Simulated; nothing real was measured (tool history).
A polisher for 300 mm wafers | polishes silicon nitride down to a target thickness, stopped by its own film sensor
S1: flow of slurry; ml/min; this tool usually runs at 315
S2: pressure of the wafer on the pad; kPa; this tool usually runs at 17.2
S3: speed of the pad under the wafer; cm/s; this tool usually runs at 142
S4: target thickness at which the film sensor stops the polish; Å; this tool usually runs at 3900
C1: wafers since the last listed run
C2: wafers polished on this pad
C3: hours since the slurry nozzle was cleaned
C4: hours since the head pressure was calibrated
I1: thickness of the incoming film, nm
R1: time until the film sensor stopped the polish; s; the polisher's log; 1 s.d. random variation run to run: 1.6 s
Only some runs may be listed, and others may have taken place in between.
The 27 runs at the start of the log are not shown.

run    hour   S1    S2   S3    S4    C1    C2     C3     C4     I1     R1
 28  1350.6  315  17.2  142  3900   364  1102   54.0  490.7  552.2   92.7
 29  1399.1  250  17.2  110  3530   462  1564  102.5  539.2  553.7  138.5
 30  1452.4  315  15.9  142  3900   508  2073  155.8  592.5  547.6   97.5
 31  1505.1  315  12.4  142  3570   502  2575  208.5  645.2  555.3  145.1
     1673.7  -- head pressure recalibrated
 32  1680.7  390  12.4  180  3900  1655  4231  384.1    7.0  547.4  105.9
     1693.3  -- worn pad replaced by a new one
 33  1734.9  315  20.0  142  3490   478   397  438.3   61.2  546.7  102.7
 34  1781.0  420  17.2  106  3500   439   836  484.4  107.3  559.5  150.8
     1936.5  -- slurry nozzle cleaned
 35  1982.2  270  17.2  118  3670  1909  2745   45.7  308.5  553.0  126.3
 36  2030.5  255  17.2  142  3900   460  3206   94.0  356.8  549.3   94.8
 37  2072.5  315  17.2  142  3900   400  3606  136.0  398.8  544.4   87.9

4 ways to go on from here, each from the tool as it stands after run 37. What would each give?
  A  2072.9  315  23.4  142  3900   3  3610  136.4  399.2  555.4   ?
  B  2072.9  315  22.1  178  3900   3  3610  136.4  399.2  555.4   ?
  C  2072.9  270  17.2  142  3900   3  3610  136.4  399.2  555.4   ?
  D  2072.9  315  19.3  142  3540   3  3610  136.4  399.2  555.4   ?

run     R1
  A   68.8
  B   62.0
  C   93.8
  D  100.9
Had the tool no hidden state, the same runs would have come out as:
run     R1
  A   71.3
  B   64.2
  C   97.2
  D  104.6
